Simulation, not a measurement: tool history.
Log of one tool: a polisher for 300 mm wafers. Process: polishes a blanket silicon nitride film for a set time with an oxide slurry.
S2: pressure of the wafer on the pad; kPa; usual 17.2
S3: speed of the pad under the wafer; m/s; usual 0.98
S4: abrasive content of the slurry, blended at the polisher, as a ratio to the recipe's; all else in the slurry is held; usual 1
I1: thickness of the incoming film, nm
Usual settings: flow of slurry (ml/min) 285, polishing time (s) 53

run 1 hour=0 | flow_of_slurry_(ml/min)=285 S2=17.2 S3=0.98 S4=1 polishing_time_(s)=53 | I1=252 | film_removed_(nm)=19
-- hour=5.4 worn pad replaced by a new one
-- hour=17.1 head pressure recalibrated
run 2 hour=26.2 | flow_of_slurry_(ml/min)=285 S2=17.2 S3=0.98 S4=1 polishing_time_(s)=53 | I1=251.1 | film_removed_(nm)=20.1
run 3 hour=40.9 | flow_of_slurry_(ml/min)=285 S2=17.2 S3=0.98 S4=1 polishing_time_(s)=53 | I1=250 | film_removed_(nm)=20
run 4 hour=76.5 | flow_of_slurry_(ml/min)=285 S2=17.2 S3=0.98 S4=1 polishing_time_(s)=53 | I1=251 | film_removed_(nm)=19.8
run 5 hour=97.7 | flow_of_slurry_(ml/min)=285 S2=17.2 S3=0.98 S4=1 polishing_time_(s)=53 | I1=244.5 | film_removed_(nm)=19.8
run 6 hour=128.4 | flow_of_slurry_(ml/min)=315 S2=17.2 S3=1.2 S4=1 polishing_time_(s)=53 | I1=247.7 | film_removed_(nm)=23.1
run 7 hour=161.6 | flow_of_slurry_(ml/min)=315 S2=17.2 S3=1.2 S4=1 polishing_time_(s)=53 | I1=254 | film_removed_(nm)=23
run 8 hour=188.2 | flow_of_slurry_(ml/min)=330 S2=11 S3=0.72 S4=1 polishing_time_(s)=59 | I1=250.4 | film_removed_(nm)=11.4
run 9 hour=222.5 | flow_of_slurry_(ml/min)=285 S2=11.7 S3=0.98 S4=1 polishing_time_(s)=53 | I1=247.2 | film_removed_(nm)=13.8
run 10 hour=236 | flow_of_slurry_(ml/min)=285 S2=15.2 S3=0.72 S4=1.3 polishing_time_(s)=53 | I1=251.4 | film_removed_(nm)=15
-- hour=241 worn pad replaced by a new one
run 11 hour=269.7 | flow_of_slurry_(ml/min)=225 S2=23.4 S3=0.98 S4=0.75 polishing_time_(s)=53 | I1=249.2 | film_removed_(nm)=21.4
run 12 hour=290.7 | flow_of_slurry_(ml/min)=340 S2=22.8 S3=0.98 S4=1.25 polishing_time_(s)=40 | I1=251.3 | film_removed_(nm)=20.8
run 13 hour=304.1 | flow_of_slurry_(ml/min)=285 S2=17.2 S3=0.98 S4=1.1 polishing_time_(s)=47 | I1=249.4 | film_removed_(nm)=17.6
run 14 hour=319.8 | flow_of_slurry_(ml/min)=285 S2=13.1 S3=0.98 S4=1.25 polishing_time_(s)=53 | I1=253.7 | film_removed_(nm)=16.6
-- hour=342.4 conditioning disc replaced and pad reconditioned
run 15 hour=355.1 | flow_of_slurry_(ml/min)=285 S2=17.2 S3=1.28 S4=1.3 polishing_time_(s)=65 | I1=250 | film_removed_(nm)=32.3
run 16 hour=373.2 | flow_of_slurry_(ml/min)=200 S2=17.2 S3=0.98 S4=1 polishing_time_(s)=37 | I1=251.2 | film_removed_(nm)=12.6
run 17 hour=394.6 | flow_of_slurry_(ml/min)=335 S2=22.1 S3=0.98 S4=1 polishing_time_(s)=53 | I1=252.7 | film_removed_(nm)=24.1
-- hour=409.6 slurry blender recalibrated
run 18 hour=422.9 | flow_of_slurry_(ml/min)=285 S2=17.2 S3=0.98 S4=1.15 polishing_time_(s)=53 | I1=251.3 | film_removed_(nm)=20.1
-- hour=457.9 slurry nozzle cleaned
-- hour=458.9 worn pad replaced by a new one
run 19 hour=505.1 | flow_of_slurry_(ml/min)=285 S2=12.4 S3=0.98 S4=1 polishing_time_(s)=53 | I1=251.5 | film_removed_(nm)=14.5
run 20 hour=523.6 | flow_of_slurry_(ml/min)=285 S2=12.4 S3=0.98 S4=0.85 polishing_time_(s)=60 | I1=250.7 | film_removed_(nm)=14.9
run 21 hour=556.2 | flow_of_slurry_(ml/min)=285 S2=17.2 S3=0.98 S4=1 polishing_time_(s)=53 | I1=248 | film_removed_(nm)=19.3
run 22 hour=581.4 | flow_of_slurry_(ml/min)=285 S2=17.2 S3=0.98 S4=1 polishing_time_(s)=53 | I1=246.8 | film_removed_(nm)=19.1
run 23 hour=602.9 | flow_of_slurry_(ml/min)=285 S2=17.2 S3=0.98 S4=1 polishing_time_(s)=53 | I1=247.3 | film_removed_(nm)=18.8
run 24 hour=616.3 | flow_of_slurry_(ml/min)=285 S2=17.2 S3=0.98 S4=0.85 polishing_time_(s)=59 | I1=248 | film_removed_(nm)=19.2
run 25 hour=635.4 | flow_of_slurry_(ml/min)=285 S2=17.2 S3=0.98 S4=1 polishing_time_(s)=53 | I1=251.6 | film_removed_(nm)=18.9
-- hour=669.5 worn pad replaced by a new one
run 26 hour=670.1 | flow_of_slurry_(ml/min)=285 S2=11 S3=0.98 S4=1 polishing_time_(s)=53 | I1=249.7 | film_removed_(nm)=12.7

Forecast each of these 4 alternatives for the next run:
run A hour=670.5 | flow_of_slurry_(ml/min)=285 S2=17.2 S3=0.9 S4=1 polishing_time_(s)=53 | I1=246.4 | film_removed_(nm)=?
run B hour=670.5 | flow_of_slurry_(ml/min)=230 S2=17.2 S3=0.98 S4=1 polishing_time_(s)=53 | I1=246.4 | film_removed_(nm)=?
run C hour=670.5 | flow_of_slurry_(ml/min)=285 S2=17.2 S3=0.98 S4=1 polishing_time_(s)=69 | I1=246.4 | film_removed_(nm)=?
run D hour=670.5 | flow_of_slurry_(ml/min)=285 S2=17.2 S3=0.98 S4=1.25 polishing_time_(s)=53 | I1=246.4 | film_removed_(nm)=?

run=A film_removed_(nm)=17.4
run=B film_removed_(nm)=18.2
run=C film_removed_(nm)=24.3
run=D film_removed_(nm)=20.7
Without the tool's hidden state the same runs would have given:
run=A film_removed_(nm)=18.7
run=B film_removed_(nm)=19.7
run=C film_removed_(nm)=26.1
run=D film_removed_(nm)=22.2

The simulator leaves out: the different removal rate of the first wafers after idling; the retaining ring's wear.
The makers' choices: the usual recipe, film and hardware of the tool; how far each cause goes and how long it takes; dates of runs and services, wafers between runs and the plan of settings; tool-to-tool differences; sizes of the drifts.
